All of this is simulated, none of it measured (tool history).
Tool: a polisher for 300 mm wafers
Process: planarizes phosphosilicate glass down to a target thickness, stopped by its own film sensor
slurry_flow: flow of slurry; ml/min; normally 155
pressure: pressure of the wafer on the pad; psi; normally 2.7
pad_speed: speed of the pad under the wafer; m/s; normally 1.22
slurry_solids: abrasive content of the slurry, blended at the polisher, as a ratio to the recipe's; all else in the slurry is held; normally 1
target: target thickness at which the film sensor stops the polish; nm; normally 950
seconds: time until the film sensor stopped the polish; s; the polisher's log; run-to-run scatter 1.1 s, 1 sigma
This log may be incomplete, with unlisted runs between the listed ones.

run    hour  slurry_flow  pressure  pad_speed  slurry_solids  target  wafers since the last listed run  wafers polished on this pad  hours since the slurry nozzle was cleaned  hours since the head pressure was calibrated  hours since the slurry blender was calibrated  hours since the conditioning disc was replaced  incoming thickness of the incoming film, nm  seconds
  1       0          155       2.7       1.22              1     950                                 0                         1741                                      214.4                                           522                                          125.5                                           601.3                                       1500.9     90.5
       55.9  -- conditioning disc replaced and pad reconditioned
         92  -- worn pad replaced by a new one
      117.8  -- slurry blender recalibrated
  2   200.9          155       2.7       1.22              1     950                              2314                         1282                                      415.3                                         722.9                                           83.1                                             145                                       1496.3     81.5
  3   272.9          155       3.3       1.22              1    1045                               863                         2146                                      487.3                                         794.9                                          155.1                                             217                                       1506.8     61.9
        309  -- slurry blender recalibrated
  4   328.9          155       2.7       1.22              1     950                               647                         2794                                      543.3                                         850.9                                           19.9                                             273                                       1506.7     83.8
      333.8  -- worn pad replaced by a new one
  5   408.1          155       2.7       1.22              1     950                               902                          890                                      622.5                                         930.1                                           99.1                                           352.2                                       1473.1     80.9
  6     464          155       2.7       1.22              1     950                               670                         1561                                      678.4                                           986                                            155                                           408.1                                       1489.8     87.5
  7   515.1          155       2.7       1.22              1     950                               613                         2174                                      729.5                                        1037.1                                          206.1                                           459.2                                       1491.5     91.7
      519.3  -- slurry blender recalibrated
        541  -- worn pad replaced by a new one
      569.5  -- head pressure recalibrated
  8   597.1          175       2.7       1.54              1     950                               887                          649                                      811.5                                          27.6                                           77.8                                           541.2                                       1478.4     73.4
      612.1  -- conditioning disc replaced and pad reconditioned
  9   676.8          195       2.7        1.1              1    1126                               932                         1581                                      891.2                                         107.3                                          157.5                                            64.7                                       1484.6     53.6
      747.7  -- slurry blender recalibrated
      777.1  -- worn pad replaced by a new one
 10   777.6          195       2.7       1.22            1.1     950                              1137                            6                                        992                                         208.1                                           29.9                                           165.5                                       1507.1     74.8
        796  -- slurry nozzle cleaned
 11   869.7          155       2.7       1.22              1     950                              1092                         1098                                       73.7                                         300.2                                            122                                           257.6                                       1525.7     89.2
 12   911.4          170       3.3          1              1     950                               500                         1599                                      115.4                                         341.9                                          163.7                                           299.3                                       1527.7     85.6
      950.6  -- slurry blender recalibrated
 13   979.9          155       2.7       1.22            1.3    1140                               797                         2397                                      183.9                                         410.4                                           29.3                                           367.8                                       1517.9     49.9
     1014.4  -- worn pad replaced by a new one
 14  1060.9          155       2.7       1.56              1     950                               923                          557                                      264.9                                         491.4                                          110.3                                           448.8                                       1515.5       81

Predict each of these 3 candidate next runs independently; none follows another, all start after run 14:
  A  1061.3          155       2.7       1.22              1     950                                 4                          562                                      265.3                                         491.8                                          110.7                                           449.2                                       1493.3        ?
  B  1061.3          155       2.7       0.88              1     950                                 4                          562                                      265.3                                         491.8                                          110.7                                           449.2                                       1493.3        ?
  C  1061.3          130       2.7       1.22            1.3     950                                 4                          562                                      265.3                                         491.8                                          110.7                                           449.2                                       1493.3        ?

run  seconds
  A       88
  B     99.3
  C     76.4
Without the tool's unlogged condition, the same runs would have read:
run  seconds
  A     68.4
  B     79.1
  C       60

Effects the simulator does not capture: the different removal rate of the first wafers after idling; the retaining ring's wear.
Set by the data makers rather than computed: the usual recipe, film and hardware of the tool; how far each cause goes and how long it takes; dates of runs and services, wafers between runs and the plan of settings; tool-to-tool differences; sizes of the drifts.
